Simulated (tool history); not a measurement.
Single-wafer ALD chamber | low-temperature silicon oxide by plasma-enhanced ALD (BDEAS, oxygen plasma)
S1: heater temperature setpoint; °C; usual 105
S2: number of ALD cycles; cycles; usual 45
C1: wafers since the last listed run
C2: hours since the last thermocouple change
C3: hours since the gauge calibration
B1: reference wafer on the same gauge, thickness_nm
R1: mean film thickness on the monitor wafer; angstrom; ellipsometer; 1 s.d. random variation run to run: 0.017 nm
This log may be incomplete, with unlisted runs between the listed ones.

run 1 hour=0 | S1=105 S2=45 | C1=0 C2=659 C3=1304.3 | B1=7.198 | R1=68.82
run 2 hour=37.2 | S1=105 S2=45 | C1=150 C2=696.2 C3=1341.5 | B1=7.196 | R1=68.9
run 3 hour=97.9 | S1=105 S2=45 | C1=245 C2=756.9 C3=1402.2 | B1=7.196 | R1=68.87
run 4 hour=173.2 | S1=105 S2=45 | C1=304 C2=832.2 C3=1477.5 | B1=7.205 | R1=68.82
run 5 hour=220.7 | S1=105 S2=45 | C1=191 C2=879.7 C3=1525 | B1=7.203 | R1=68.91
run 6 hour=313.6 | S1=105 S2=45 | C1=375 C2=972.6 C3=1617.9 | B1=7.201 | R1=68.59
-- hour=317 gauge calibrated
run 7 hour=413 | S1=95 S2=45 | C1=401 C2=1072 C3=96 | B1=7.202 | R1=70.67
run 8 hour=503.1 | S1=95 S2=45 | C1=363 C2=1162.1 C3=186.1 | B1=7.199 | R1=70.41
run 9 hour=539.7 | S1=105 S2=45 | C1=147 C2=1198.7 C3=222.7 | B1=7.198 | R1=68.49
run 10 hour=774.1 | S1=105 S2=45 | C1=946 C2=1433.1 C3=457.1 | B1=7.201 | R1=68.28
run 11 hour=853.1 | S1=105 S2=45 | C1=319 C2=1512.1 C3=536.1 | B1=7.199 | R1=68.6
run 12 hour=894.6 | S1=105 S2=49 | C1=167 C2=1553.6 C3=577.6 | B1=7.2 | R1=74.18
-- hour=955.7 thermocouple changed; heater temperature recalibrated
run 13 hour=993.7 | S1=105 S2=49 | C1=367 C2=38 C3=676.7 | B1=7.202 | R1=76.72
run 14 hour=1044 | S1=105 S2=49 | C1=203 C2=88.3 C3=727 | B1=7.199 | R1=77.31
run 15 hour=1149.4 | S1=105 S2=45 | C1=425 C2=193.7 C3=832.4 | B1=7.197 | R1=70.45
run 16 hour=1252.9 | S1=105 S2=45 | C1=417 C2=297.2 C3=935.9 | B1=7.198 | R1=70.77
run 17 hour=1303.1 | S1=105 S2=39 | C1=202 C2=347.4 C3=986.1 | B1=7.199 | R1=60.99
run 18 hour=1406.5 | S1=105 S2=45 | C1=417 C2=450.8 C3=1089.5 | B1=7.202 | R1=70.17
run 19 hour=1446.1 | S1=113 S2=45 | C1=159 C2=490.4 C3=1129.1 | B1=7.201 | R1=68.83
-- hour=1492.1 thermocouple changed; heater temperature recalibrated, repeated, since the last time left the tool worse
run 20 hour=1494.3 | S1=100 S2=50 | C1=162 C2=2.2 C3=1177.3 | B1=7.204 | R1=77.28
run 21 hour=1538.9 | S1=111 S2=47 | C1=180 C2=46.8 C3=1221.9 | B1=7.197 | R1=71.04
run 22 hour=1598 | S1=116 S2=39 | C1=238 C2=105.9 C3=1281 | B1=7.202 | R1=58.31
run 23 hour=1845.3 | S1=105 S2=45 | C1=998 C2=353.2 C3=1528.3 | B1=7.2 | R1=69.03
run 24 hour=1948.5 | S1=118 S2=41 | C1=416 C2=456.4 C3=1631.5 | B1=7.201 | R1=61.04
run 25 hour=2002.8 | S1=92 S2=49 | C1=219 C2=510.7 C3=1685.8 | B1=7.201 | R1=78.07
run 26 hour=2068.2 | S1=105 S2=45 | C1=264 C2=576.1 C3=1751.2 | B1=7.2 | R1=68.64
run 27 hour=2126 | S1=93 S2=39 | C1=233 C2=633.9 C3=1809 | B1=7.201 | R1=61.86
run 28 hour=2182.5 | S1=119 S2=37 | C1=228 C2=690.4 C3=1865.5 | B1=7.202 | R1=54.84
-- hour=2188.2 gauge calibrated
run 29 hour=2472.4 | S1=105 S2=38 | C1=1170 C2=980.3 C3=284.2 | B1=7.197 | R1=58.09
run 30 hour=2525.2 | S1=97 S2=49 | C1=213 C2=1033.1 C3=337 | B1=7.199 | R1=76.64
run 31 hour=2612.7 | S1=98 S2=37 | C1=353 C2=1120.6 C3=424.5 | B1=7.201 | R1=57.5
run 32 hour=2715.5 | S1=92 S2=51 | C1=415 C2=1223.4 C3=527.3 | B1=7.202 | R1=80.79
run 33 hour=2788.5 | S1=100 S2=53 | C1=294 C2=1296.4 C3=600.3 | B1=7.201 | R1=81.65
-- hour=2810.3 thermocouple changed; heater temperature recalibrated
run 34 hour=2886 | S1=112 S2=52 | C1=361 C2=75.7 C3=697.8 | B1=7.205 | R1=78.77

Entry by entry between the runs, the difference in hidden state between the last listed run before and the first listed run after:
Logged between run 6 and run 7: gauge calibrated (hour 317)
  wafer temperature above the value expected at the setpoint (K): 1.68 -> 2.08
  what was measured, less what the result would be without the hidden state, R1: -0.24 -> -0.6 angstrom
Logged between run 12 and run 13: thermocouple changed; heater temperature recalibrated (hour 955.7)
  wafer temperature above the value expected at the setpoint (K): 4.57 -> -7.8
  what was measured, less what the result would be without the hidden state, R1: -0.71 -> +1.74 angstrom
Logged between run 19 and run 20: thermocouple changed; heater temperature recalibrated, repeated, since the last time left the tool worse (hour 1492.1)
  wafer temperature above the value expected at the setpoint (K): -7.33 -> 0.262
  what was measured, less what the result would be without the hidden state, R1: +1.05 -> -0.08 angstrom
Logged between run 28 and run 29: gauge calibrated (hour 2188.2)
  wafer temperature above the value expected at the setpoint (K): 1.2 -> 2.15
  what was measured, less what the result would be without the hidden state, R1: -0.14 -> -0.26 angstrom
Logged between run 33 and run 34: thermocouple changed; heater temperature recalibrated (hour 2810.3)
  wafer temperature above the value expected at the setpoint (K): 3.57 -> -0.0125
  what was measured, less what the result would be without the hidden state, R1: -0.71 -> +0.01 angstrom

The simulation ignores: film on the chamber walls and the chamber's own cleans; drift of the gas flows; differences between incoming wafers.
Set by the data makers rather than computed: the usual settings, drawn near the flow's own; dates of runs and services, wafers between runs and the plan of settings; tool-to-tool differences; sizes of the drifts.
